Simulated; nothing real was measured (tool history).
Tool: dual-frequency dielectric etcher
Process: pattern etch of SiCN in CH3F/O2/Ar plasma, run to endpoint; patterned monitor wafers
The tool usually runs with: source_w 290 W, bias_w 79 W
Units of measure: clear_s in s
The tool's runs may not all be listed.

run    hour  source_w  bias_w  incoming incoming film thickness, nm  clear_s
  1     0.0       290      79                                  7.82     20.4
  2    90.4       290      79                                  7.75     20.5
  3   133.4       290      79                                  7.84     20.6
  4   181.2       290      84                                  7.86     20.5
      222.9  -- wet clean of the chamber
  5   270.8       290      84                                  7.79     20.0
  6   327.4       290      84                                  7.80     20.1
  7   422.9       290      73                                  7.85     21.2
  8   496.2       320      79                                  7.81     20.1
  9   547.7       320      79                                  7.81     20.2
 10   631.8       320      79                                  7.81     20.1
      735.7  -- wet clean of the chamber
 11   736.2       250      79                                  7.75     21.4
 12   772.8       250      79                                  7.78     21.9
 13   858.8       250      79                                  7.77     21.7
 14   928.7       300      79                                  7.80     20.1
      969.1  -- bias power generator calibrated
      988.5  -- source power generator calibrated
 15  1021.3       300      79                                  7.83     20.4
 16  1086.0       250      73                                  7.74     22.0
 17  1178.0       270      93                                  7.85     20.0
 18  1228.0       360      71                                  7.78     19.9
     1254.8  -- wet clean of the chamber
 19  1284.4       250      91                                  7.78     20.4
     1333.7  -- upper electrode replaced
 20  1369.8       310      79                                  7.88     20.4
 21  1449.6       270      93                                  7.79     20.0
 22  1532.1       230      79                                  7.83     22.2
 23  1578.3       290      67                                  7.86     21.6
 24  1670.0       290      84                                  7.83     19.8
 25  1724.9       290      74                                  7.79     21.3
     1763.7  -- wet clean of the chamber
 26  1790.8       260      63                                  7.85     23.0
 27  1852.0       290      79                                  7.81     20.2
 28  1897.3       230      88                                  7.86     21.4
 29  1984.3       260      60                                  7.88     23.5
 30  2173.0       350      68                                  7.85     20.3
     2203.7  -- wet clean of the chamber
 31  2269.7       250      63                                  7.84     23.4
 32  2368.5       290      79                                  7.76     20.7

4 ways to go on from here, each from the tool as it stands after run 32. What would each give?
  A  2368.9       290      89                                  7.76        ?
  B  2368.9       260      87                                  7.76        ?
  C  2368.9       320      86                                  7.76        ?
  D  2368.9       360      66                                  7.76        ?

run  clear_s
  A     19.8
  B     20.7
  C     19.4
  D     20.3
Without the tool's unlogged condition, the same runs would have read:
run  clear_s
  A     19.8
  B     20.7
  C     19.4
  D     20.3
